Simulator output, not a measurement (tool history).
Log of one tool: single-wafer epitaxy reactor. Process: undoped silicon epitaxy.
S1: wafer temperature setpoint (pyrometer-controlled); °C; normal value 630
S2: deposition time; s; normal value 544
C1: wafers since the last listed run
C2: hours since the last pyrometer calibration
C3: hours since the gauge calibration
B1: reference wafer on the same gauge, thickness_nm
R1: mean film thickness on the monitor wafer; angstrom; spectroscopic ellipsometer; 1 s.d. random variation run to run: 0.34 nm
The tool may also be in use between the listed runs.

run 1 hour=0.0 | S1=627 S2=465 | C1=0 C2=735.8 C3=142.8 | B1=51.478 | R1=471.57
run 2 hour=63.8 | S1=627 S2=465 | C1=262 C2=799.6 C3=206.6 | B1=51.449 | R1=477.16
run 3 hour=89.2 | S1=630 S2=544 | C1=104 C2=825.0 C3=232.0 | B1=51.502 | R1=584.12
run 4 hour=152.6 | S1=630 S2=544 | C1=260 C2=888.4 C3=295.4 | B1=51.553 | R1=590.86
run 5 hour=211.3 | S1=630 S2=544 | C1=241 C2=947.1 C3=354.1 | B1=51.563 | R1=590.10
run 6 hour=248.7 | S1=630 S2=544 | C1=153 C2=984.5 C3=391.5 | B1=51.591 | R1=589.88
run 7 hour=288.4 | S1=630 S2=544 | C1=163 C2=1024.2 C3=431.2 | B1=51.569 | R1=586.15
run 8 hour=349.0 | S1=630 S2=544 | C1=248 C2=1084.8 C3=491.8 | B1=51.693 | R1=583.95
run 9 hour=400.2 | S1=630 S2=544 | C1=210 C2=1136.0 C3=543.0 | B1=51.807 | R1=593.62
run 10 hour=453.2 | S1=630 S2=624 | C1=217 C2=1189.0 C3=596.0 | B1=51.795 | R1=672.47
run 11 hour=484.1 | S1=630 S2=624 | C1=126 C2=1219.9 C3=626.9 | B1=51.784 | R1=672.71
run 12 hour=551.7 | S1=630 S2=544 | C1=277 C2=1287.5 C3=694.5 | B1=51.913 | R1=594.09
run 13 hour=578.5 | S1=630 S2=544 | C1=110 C2=1314.3 C3=721.3 | B1=51.975 | R1=585.49
run 14 hour=731.0 | S1=630 S2=544 | C1=626 C2=1466.8 C3=873.8 | B1=52.123 | R1=593.60
run 15 hour=767.6 | S1=637 S2=544 | C1=150 C2=1503.4 C3=910.4 | B1=52.214 | R1=684.48
run 16 hour=828.0 | S1=637 S2=544 | C1=248 C2=1563.8 C3=970.8 | B1=52.322 | R1=685.58
run 17 hour=863.5 | S1=630 S2=544 | C1=145 C2=1599.3 C3=1006.3 | B1=52.386 | R1=592.90
run 18 hour=910.8 | S1=630 S2=544 | C1=194 C2=1646.6 C3=1053.6 | B1=52.519 | R1=598.75
run 19 hour=955.1 | S1=630 S2=544 | C1=181 C2=1690.9 C3=1097.9 | B1=52.538 | R1=600.27
run 20 hour=1008.2 | S1=630 S2=544 | C1=218 C2=1744.0 C3=1151.0 | B1=52.688 | R1=600.59
run 21 hour=1037.0 | S1=619 S2=544 | C1=118 C2=1772.8 C3=1179.8 | B1=52.774 | R1=480.40
run 22 hour=1098.8 | S1=644 S2=443 | C1=253 C2=1834.6 C3=1241.6 | B1=52.937 | R1=646.63
run 23 hour=1164.7 | S1=643 S2=501 | C1=270 C2=1900.5 C3=1307.5 | B1=53.028 | R1=721.37
run 24 hour=1217.5 | S1=630 S2=544 | C1=216 C2=1953.3 C3=1360.3 | B1=53.252 | R1=605.73
run 25 hour=1243.2 | S1=635 S2=634 | C1=105 C2=1979.0 C3=1386.0 | B1=53.248 | R1=774.72
run 26 hour=1294.3 | S1=623 S2=544 | C1=209 C2=2030.1 C3=1437.1 | B1=53.405 | R1=531.23
run 27 hour=1349.5 | S1=641 S2=544 | C1=226 C2=2085.3 C3=1492.3 | B1=53.563 | R1=761.82
run 28 hour=1418.4 | S1=634 S2=633 | C1=282 C2=2154.2 C3=1561.2 | B1=53.738 | R1=772.11
run 29 hour=1485.9 | S1=630 S2=544 | C1=277 C2=2221.7 C3=1628.7 | B1=53.970 | R1=613.00
run 30 hour=1534.4 | S1=643 S2=501 | C1=199 C2=2270.2 C3=1677.2 | B1=54.146 | R1=736.91
run 31 hour=1657.7 | S1=616 S2=544 | C1=506 C2=2393.5 C3=1800.5 | B1=54.519 | R1=467.92
-- hour=1702.5 gauge calibrated
-- hour=1843.2 pyrometer calibrated
run 32 hour=1867.7 | S1=639 S2=544 | C1=829 C2=24.5 C3=165.2 | B1=51.348 | R1=706.71
run 33 hour=1895.7 | S1=630 S2=580 | C1=115 C2=52.5 C3=193.2 | B1=51.370 | R1=628.70
run 34 hour=1940.8 | S1=630 S2=449 | C1=185 C2=97.6 C3=238.3 | B1=51.391 | R1=485.35
run 35 hour=1985.5 | S1=643 S2=622 | C1=183 C2=142.3 C3=283.0 | B1=51.367 | R1=865.55
run 36 hour=2056.7 | S1=619 S2=485 | C1=292 C2=213.5 C3=354.2 | B1=51.447 | R1=418.59
run 37 hour=2082.4 | S1=637 S2=496 | C1=105 C2=239.2 C3=379.9 | B1=51.468 | R1=615.70
run 38 hour=2148.9 | S1=630 S2=544 | C1=273 C2=305.7 C3=446.4 | B1=51.506 | R1=579.72
run 39 hour=2213.7 | S1=622 S2=515 | C1=266 C2=370.5 C3=511.2 | B1=51.588 | R1=475.31
run 40 hour=2258.9 | S1=634 S2=633 | C1=185 C2=415.7 C3=556.4 | B1=51.676 | R1=746.82
run 41 hour=2292.2 | S1=637 S2=579 | C1=136 C2=449.0 C3=589.7 | B1=51.679 | R1=725.75
run 42 hour=2333.9 | S1=640 S2=544 | C1=171 C2=490.7 C3=631.4 | B1=51.735 | R1=715.20

Forecast each of these 4 alternatives for the next run:
run A hour=2334.5 | S1=630 S2=512 | C1=2 C2=491.3 C3=632.0 | B1=? | R1=?
run B hour=2334.5 | S1=640 S2=506 | C1=2 C2=491.3 C3=632.0 | B1=? | R1=?
run C hour=2334.5 | S1=630 S2=602 | C1=2 C2=491.3 C3=632.0 | B1=? | R1=?
run D hour=2334.5 | S1=623 S2=447 | C1=2 C2=491.3 C3=632.0 | B1=? | R1=?

run=A B1=51.715 R1=554.60
run=B B1=51.715 R1=668.38
run=C B1=51.715 R1=652.09
run=D B1=51.715 R1=420.44
Take away the tool's hidden state, keep each run's random variation, and the runs would have read:
run=A R1=552.10
run=B R1=665.36
run=C R1=649.15
run=D R1=418.54
